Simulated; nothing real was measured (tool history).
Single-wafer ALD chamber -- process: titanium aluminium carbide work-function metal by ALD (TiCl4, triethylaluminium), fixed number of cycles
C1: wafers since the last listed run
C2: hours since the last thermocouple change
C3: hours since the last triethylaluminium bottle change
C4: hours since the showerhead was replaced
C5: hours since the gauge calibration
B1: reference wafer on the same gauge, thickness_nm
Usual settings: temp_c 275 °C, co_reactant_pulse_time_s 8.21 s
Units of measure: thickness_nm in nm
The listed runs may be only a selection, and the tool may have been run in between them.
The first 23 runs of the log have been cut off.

Run 24, hour 1129.4: usual settings but co_reactant_pulse_time_s 11.02 s; C1 1115; C2 642.6; C3 248.0; C4 564.5; C5 128.5; B1 1.789. Result: thickness_nm 1.789 nm.
Run 25, hour 1189.1: usual settings but temp_c 282 °C, co_reactant_pulse_time_s 10.43 s; C1 799; C2 702.3; C3 307.7; C4 624.2; C5 188.2; B1 1.791. Result: thickness_nm 1.832 nm.
At hour 1234.2: triethylaluminium bottle replaced, repeated, since the last time left the tool worse.
Run 26, hour 1239.0: usual settings but temp_c 271 °C, co_reactant_pulse_time_s 6.82 s; C1 561; C2 752.2; C3 4.8; C4 674.1; C5 238.1; B1 1.793. Result: thickness_nm 1.693 nm.
Run 27, hour 1356.0: usual settings but temp_c 284 °C, co_reactant_pulse_time_s 7.03 s; C1 1567; C2 869.2; C3 121.8; C4 791.1; C5 355.1; B1 1.788. Result: thickness_nm 1.824 nm.
Run 28, hour 1420.9: usual settings but temp_c 261 °C, co_reactant_pulse_time_s 6.49 s; C1 869; C2 934.1; C3 186.7; C4 856.0; C5 420.0; B1 1.791. Result: thickness_nm 1.592 nm.
Run 29, hour 1458.4: usual settings but co_reactant_pulse_time_s 6.02 s; C1 502; C2 971.6; C3 224.2; C4 893.5; C5 457.5; B1 1.787. Result: thickness_nm 1.678 nm.
Run 30, hour 1512.1: usual settings; C1 719; C2 1025.3; C3 277.9; C4 947.2; C5 511.2; B1 1.791. Result: thickness_nm 1.787 nm.
Run 31, hour 1546.5: usual settings; C1 460; C2 1059.7; C3 312.3; C4 981.6; C5 545.6; B1 1.791. Result: thickness_nm 1.788 nm.
Run 32, hour 1609.5: usual settings but temp_c 282 °C, co_reactant_pulse_time_s 7.35 s; C1 843; C2 1122.7; C3 375.3; C4 1044.6; C5 608.6; B1 1.790. Result: thickness_nm 1.802 nm.
Run 33, hour 1680.8: usual settings; C1 955; C2 1194.0; C3 446.6; C4 1115.9; C5 679.9; B1 1.790. Result: thickness_nm 1.784 nm.

Consider 4 possible next runs. They are alternatives, not a sequence: every one starts from the tool as it was left by run 33. What does each give?
Run A, hour 1681.2: usual settings; C1 5; C2 1194.4; C3 447.0; C4 1116.3; C5 680.3; B1 ?. Result: thickness_nm ?.
Run B, hour 1681.2: usual settings but temp_c 284 °C, co_reactant_pulse_time_s 10.28 s; C1 5; C2 1194.4; C3 447.0; C4 1116.3; C5 680.3; B1 ?. Result: thickness_nm ?.
Run C, hour 1681.2: usual settings but temp_c 282 °C, co_reactant_pulse_time_s 6.87 s; C1 5; C2 1194.4; C3 447.0; C4 1116.3; C5 680.3; B1 ?. Result: thickness_nm ?.
Run D, hour 1681.2: usual settings but co_reactant_pulse_time_s 10.41 s; C1 5; C2 1194.4; C3 447.0; C4 1116.3; C5 680.3; B1 ?. Result: thickness_nm ?.

run     B1  thickness_nm
  A  1.789         1.778
  B  1.789         1.916
  C  1.789         1.780
  D  1.789         1.836
What these runs would have given with no unlogged condition in the tool:
run  thickness_nm
  A         1.789
  B         1.924
  C         1.795
  D         1.843
